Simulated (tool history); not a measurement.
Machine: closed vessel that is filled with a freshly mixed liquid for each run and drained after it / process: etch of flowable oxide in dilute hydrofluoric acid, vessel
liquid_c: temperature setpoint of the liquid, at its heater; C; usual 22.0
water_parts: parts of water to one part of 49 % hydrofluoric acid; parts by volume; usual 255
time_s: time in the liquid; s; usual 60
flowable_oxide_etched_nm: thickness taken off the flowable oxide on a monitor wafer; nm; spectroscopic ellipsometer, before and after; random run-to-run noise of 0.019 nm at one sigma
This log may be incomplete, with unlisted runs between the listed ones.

| run | hour | liquid_c | water_parts | time_s | read-back film thickness of the flowable oxide reference wafer, read on the same gauge (nm) | flowable_oxide_etched_nm |
|---|---|---|---|---|---|---|
| 1 | 0.0 | 22.0 | 255 | 60 | 40.02 | 10.14 |
| 2 | 17.1 | 22.0 | 255 | 60 | 39.97 | 10.18 |
| 3 | 30.3 | 22.0 | 255 | 60 | 40.02 | 10.22 |
| 4 | 41.9 | 22.0 | 255 | 60 | 39.95 | 10.17 |
| 5 | 58.8 | 22.0 | 255 | 60 | 40.03 | 10.22 |
| 6 | 76.5 | 24.5 | 255 | 60 | 40.00 | 11.18 |
| 7 | 90.1 | 24.5 | 255 | 70 | 40.02 | 13.12 |
| 8 | 102.3 | 24.5 | 255 | 70 | 40.01 | 13.09 |
| 9 | 115.1 | 22.0 | 255 | 60 | 39.99 | 10.27 |
|  | 128.6 | thermometer replaced |
| 10 | 147.5 | 24.0 | 200 | 60 | 39.99 | 13.89 |
| 11 | 159.5 | 24.0 | 200 | 60 | 40.02 | 13.91 |
|  | 171.7 | hydrofluoric acid flow meter replaced |
| 12 | 175.7 | 22.0 | 375 | 60 | 40.00 | 5.34 |
| 13 | 185.5 | 24.0 | 200 | 60 | 40.01 | 12.79 |
| 14 | 200.0 | 22.0 | 255 | 75 | 39.99 | 11.06 |
| 15 | 214.2 | 24.0 | 200 | 60 | 40.00 | 12.87 |
|  | 226.9 | gauge calibrated |
| 16 | 227.3 | 24.0 | 200 | 60 | 39.99 | 12.88 |
| 17 | 244.8 | 26.0 | 255 | 75 | 40.02 | 12.73 |
| 18 | 255.9 | 23.5 | 210 | 60 | 39.98 | 11.87 |
| 19 | 271.3 | 22.0 | 255 | 60 | 39.99 | 8.88 |
| 20 | 285.3 | 23.5 | 210 | 60 | 39.99 | 11.93 |
| 21 | 293.0 | 25.5 | 195 | 80 | 40.00 | 18.76 |
| 22 | 299.6 | 22.0 | 380 | 90 | 39.99 | 8.01 |
| 23 | 308.2 | 19.5 | 190 | 85 | 39.97 | 16.41 |

Predict each of these 4 candidate next runs independently; none follows another, all start after run 23:
| A | 308.9 | 22.0 | 255 | 80 | ? | ? |
| B | 308.9 | 27.0 | 255 | 40 | ? | ? |
| C | 308.9 | 22.0 | 255 | 40 | ? | ? |
| D | 308.9 | 19.0 | 255 | 80 | ? | ? |

| run | read-back film thickness of the flowable oxide reference wafer, read on the same gauge (nm) | flowable_oxide_etched_nm |
|---|---|---|
| A | 40.00 | 11.88 |
| B | 40.00 | 7.09 |
| C | 40.00 | 5.94 |
| D | 40.00 | 10.63 |
With no hidden state in the tool, these same runs would have given:
| run | flowable_oxide_etched_nm |
|---|---|
| A | 11.55 |
| B | 6.89 |
| C | 5.77 |
| D | 10.33 |
